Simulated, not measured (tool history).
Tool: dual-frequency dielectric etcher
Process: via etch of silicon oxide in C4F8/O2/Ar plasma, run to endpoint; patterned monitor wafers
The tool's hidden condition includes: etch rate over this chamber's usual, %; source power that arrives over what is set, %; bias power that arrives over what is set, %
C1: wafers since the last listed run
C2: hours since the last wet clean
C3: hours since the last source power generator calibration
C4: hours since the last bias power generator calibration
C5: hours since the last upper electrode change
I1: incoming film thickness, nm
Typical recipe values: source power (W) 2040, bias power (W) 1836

{"run": 1, "hour": 0.0, "source power (W)": 2040, "bias power (W)": 1836, "C1": 0, "C2": 416.7, "C3": 1070.0, "C4": 4168.2, "C5": 3357.2, "I1": 1386.7, "endpoint time (s)": 310.1}
{"run": 2, "hour": 43.7, "source power (W)": 2040, "bias power (W)": 1836, "C1": 190, "C2": 460.4, "C3": 1113.7, "C4": 4211.9, "C5": 3400.9, "I1": 1370.6, "endpoint time (s)": 308.7}
{"hour": 78.7, "done": "wet clean of the chamber"}
{"run": 3, "hour": 100.2, "source power (W)": 2040, "bias power (W)": 1836, "C1": 141, "C2": 21.5, "C3": 1170.2, "C4": 4268.4, "C5": 3457.4, "I1": 1379.6, "endpoint time (s)": 312.4}
{"run": 4, "hour": 132.0, "source power (W)": 1640, "bias power (W)": 1836, "C1": 138, "C2": 53.3, "C3": 1202.0, "C4": 4300.2, "C5": 3489.2, "I1": 1380.6, "endpoint time (s)": 355.1}
{"run": 5, "hour": 191.2, "source power (W)": 1640, "bias power (W)": 1836, "C1": 257, "C2": 112.5, "C3": 1261.2, "C4": 4359.4, "C5": 3548.4, "I1": 1371.4, "endpoint time (s)": 353.4}
{"run": 6, "hour": 388.4, "source power (W)": 1640, "bias power (W)": 1836, "C1": 857, "C2": 309.7, "C3": 1458.4, "C4": 4556.6, "C5": 3745.6, "I1": 1375.2, "endpoint time (s)": 356.5}
{"run": 7, "hour": 441.8, "source power (W)": 1900, "bias power (W)": 2028, "C1": 232, "C2": 363.1, "C3": 1511.8, "C4": 4610.0, "C5": 3799.0, "I1": 1364.6, "endpoint time (s)": 314.0}
{"hour": 447.7, "done": "source power generator calibrated"}
{"run": 8, "hour": 469.8, "source power (W)": 1900, "bias power (W)": 2028, "C1": 104, "C2": 391.1, "C3": 22.1, "C4": 4638.0, "C5": 3827.0, "I1": 1377.4, "endpoint time (s)": 303.9}
{"hour": 544.1, "done": "upper electrode replaced"}
{"run": 9, "hour": 544.6, "source power (W)": 1900, "bias power (W)": 2028, "C1": 220, "C2": 465.9, "C3": 96.9, "C4": 4712.8, "C5": 0.5, "I1": 1379.7, "endpoint time (s)": 302.6}
{"hour": 666.0, "done": "bias power generator calibrated"}
{"run": 10, "hour": 667.3, "source power (W)": 2040, "bias power (W)": 1836, "C1": 516, "C2": 588.6, "C3": 219.6, "C4": 1.3, "C5": 123.2, "I1": 1382.6, "endpoint time (s)": 305.2}
{"hour": 697.5, "done": "wet clean of the chamber"}
{"run": 11, "hour": 734.3, "source power (W)": 2040, "bias power (W)": 1836, "C1": 187, "C2": 36.8, "C3": 286.6, "C4": 68.3, "C5": 190.2, "I1": 1367.7, "endpoint time (s)": 300.2}
{"run": 12, "hour": 805.5, "source power (W)": 2040, "bias power (W)": 1836, "C1": 309, "C2": 108.0, "C3": 357.8, "C4": 139.5, "C5": 261.4, "I1": 1370.7, "endpoint time (s)": 304.8}
{"run": 13, "hour": 867.4, "source power (W)": 2040, "bias power (W)": 1386, "C1": 269, "C2": 169.9, "C3": 419.7, "C4": 201.4, "C5": 323.3, "I1": 1365.4, "endpoint time (s)": 330.3}
{"run": 14, "hour": 926.7, "source power (W)": 2040, "bias power (W)": 1836, "C1": 257, "C2": 229.2, "C3": 479.0, "C4": 260.7, "C5": 382.6, "I1": 1380.0, "endpoint time (s)": 302.8}
{"run": 15, "hour": 995.0, "source power (W)": 2530, "bias power (W)": 1478, "C1": 297, "C2": 297.5, "C3": 547.3, "C4": 329.0, "C5": 450.9, "I1": 1366.8, "endpoint time (s)": 286.9}
{"run": 16, "hour": 1024.6, "source power (W)": 2370, "bias power (W)": 1607, "C1": 128, "C2": 327.1, "C3": 576.9, "C4": 358.6, "C5": 480.5, "I1": 1386.3, "endpoint time (s)": 298.0}
{"run": 17, "hour": 1053.9, "source power (W)": 2390, "bias power (W)": 1836, "C1": 127, "C2": 356.4, "C3": 606.2, "C4": 387.9, "C5": 509.8, "I1": 1395.0, "endpoint time (s)": 283.7}
{"run": 18, "hour": 1101.8, "source power (W)": 1790, "bias power (W)": 1614, "C1": 208, "C2": 404.3, "C3": 654.1, "C4": 435.8, "C5": 557.7, "I1": 1372.5, "endpoint time (s)": 343.2}
{"run": 19, "hour": 1154.1, "source power (W)": 2040, "bias power (W)": 1836, "C1": 227, "C2": 456.6, "C3": 706.4, "C4": 488.1, "C5": 610.0, "I1": 1367.3, "endpoint time (s)": 306.9}
{"hour": 1190.9, "done": "wet clean of the chamber"}
{"run": 20, "hour": 1200.6, "source power (W)": 2040, "bias power (W)": 1836, "C1": 97, "C2": 9.7, "C3": 752.9, "C4": 534.6, "C5": 656.5, "I1": 1386.0, "endpoint time (s)": 308.4}
{"run": 21, "hour": 1227.9, "source power (W)": 1650, "bias power (W)": 1836, "C1": 118, "C2": 37.0, "C3": 780.2, "C4": 561.9, "C5": 683.8, "I1": 1383.1, "endpoint time (s)": 351.4}
{"run": 22, "hour": 1252.8, "source power (W)": 1820, "bias power (W)": 2113, "C1": 108, "C2": 61.9, "C3": 805.1, "C4": 586.8, "C5": 708.7, "I1": 1377.4, "endpoint time (s)": 315.9}
{"run": 23, "hour": 1280.8, "source power (W)": 2040, "bias power (W)": 1836, "C1": 121, "C2": 89.9, "C3": 833.1, "C4": 614.8, "C5": 736.7, "I1": 1373.6, "endpoint time (s)": 307.4}
{"run": 24, "hour": 1347.6, "source power (W)": 1870, "bias power (W)": 1703, "C1": 290, "C2": 156.7, "C3": 899.9, "C4": 681.6, "C5": 803.5, "I1": 1386.9, "endpoint time (s)": 333.9}
{"run": 25, "hour": 1408.4, "source power (W)": 2250, "bias power (W)": 1566, "C1": 264, "C2": 217.5, "C3": 960.7, "C4": 742.4, "C5": 864.3, "I1": 1376.8, "endpoint time (s)": 308.1}
{"run": 26, "hour": 1456.6, "source power (W)": 2040, "bias power (W)": 1836, "C1": 209, "C2": 265.7, "C3": 1008.9, "C4": 790.6, "C5": 912.5, "I1": 1372.0, "endpoint time (s)": 307.9}
{"run": 27, "hour": 1528.0, "source power (W)": 2040, "bias power (W)": 1836, "C1": 310, "C2": 337.1, "C3": 1080.3, "C4": 862.0, "C5": 983.9, "I1": 1372.8, "endpoint time (s)": 304.2}
{"run": 28, "hour": 1590.8, "source power (W)": 2040, "bias power (W)": 1836, "C1": 273, "C2": 399.9, "C3": 1143.1, "C4": 924.8, "C5": 1046.7, "I1": 1377.7, "endpoint time (s)": 312.2}
{"run": 29, "hour": 1645.7, "source power (W)": 2230, "bias power (W)": 1555, "C1": 238, "C2": 454.8, "C3": 1198.0, "C4": 979.7, "C5": 1101.6, "I1": 1378.7, "endpoint time (s)": 314.4}
{"run": 30, "hour": 1707.5, "source power (W)": 2040, "bias power (W)": 1532, "C1": 268, "C2": 516.6, "C3": 1259.8, "C4": 1041.5, "C5": 1163.4, "I1": 1379.6, "endpoint time (s)": 329.4}
{"hour": 1764.6, "done": "wet clean of the chamber"}
{"run": 31, "hour": 1765.1, "source power (W)": 2370, "bias power (W)": 2136, "C1": 146, "C2": 0.5, "C3": 1317.4, "C4": 1099.1, "C5": 1221.0, "I1": 1389.0, "endpoint time (s)": 279.6}
{"run": 32, "hour": 1787.2, "source power (W)": 1840, "bias power (W)": 2156, "C1": 96, "C2": 22.6, "C3": 1339.5, "C4": 1121.2, "C5": 1243.1, "I1": 1384.0, "endpoint time (s)": 317.2}
{"run": 33, "hour": 1844.3, "source power (W)": 2040, "bias power (W)": 1836, "C1": 248, "C2": 79.7, "C3": 1396.6, "C4": 1178.3, "C5": 1300.2, "I1": 1380.1, "endpoint time (s)": 313.5}
{"run": 34, "hour": 1890.2, "source power (W)": 2040, "bias power (W)": 1836, "C1": 199, "C2": 125.6, "C3": 1442.5, "C4": 1224.2, "C5": 1346.1, "I1": 1380.8, "endpoint time (s)": 317.5}

Measured result minus the same run's result without the hidden state. Both carry the same run-to-run variation, though not necessarily the same gauge scatter:
run=1 endpoint_time_(s)=+4.8
run=2 endpoint_time_(s)=+5.0
run=3 endpoint_time_(s)=+5.4
run=4 endpoint_time_(s)=+6.4
run=5 endpoint_time_(s)=+6.7
run=6 endpoint_time_(s)=+8.1
run=7 endpoint_time_(s)=+7.4
run=8 endpoint_time_(s)=-0.4
run=9 endpoint_time_(s)=+0.0
run=10 endpoint_time_(s)=+0.7
run=11 endpoint_time_(s)=+1.0
run=12 endpoint_time_(s)=+1.5
run=13 endpoint_time_(s)=+2.0
run=14 endpoint_time_(s)=+2.2
run=15 endpoint_time_(s)=+2.4
run=16 endpoint_time_(s)=+2.7
run=17 endpoint_time_(s)=+2.7
run=18 endpoint_time_(s)=+3.5
run=19 endpoint_time_(s)=+3.5
run=20 endpoint_time_(s)=+3.8
run=21 endpoint_time_(s)=+4.3
run=22 endpoint_time_(s)=+4.0
run=23 endpoint_time_(s)=+4.1
run=24 endpoint_time_(s)=+4.9
run=25 endpoint_time_(s)=+4.9
run=26 endpoint_time_(s)=+5.2
run=27 endpoint_time_(s)=+5.5
run=28 endpoint_time_(s)=+6.0
run=29 endpoint_time_(s)=+6.5
run=30 endpoint_time_(s)=+7.2
run=31 endpoint_time_(s)=+6.2
run=32 endpoint_time_(s)=+7.2
run=33 endpoint_time_(s)=+7.6
run=34 endpoint_time_(s)=+7.9
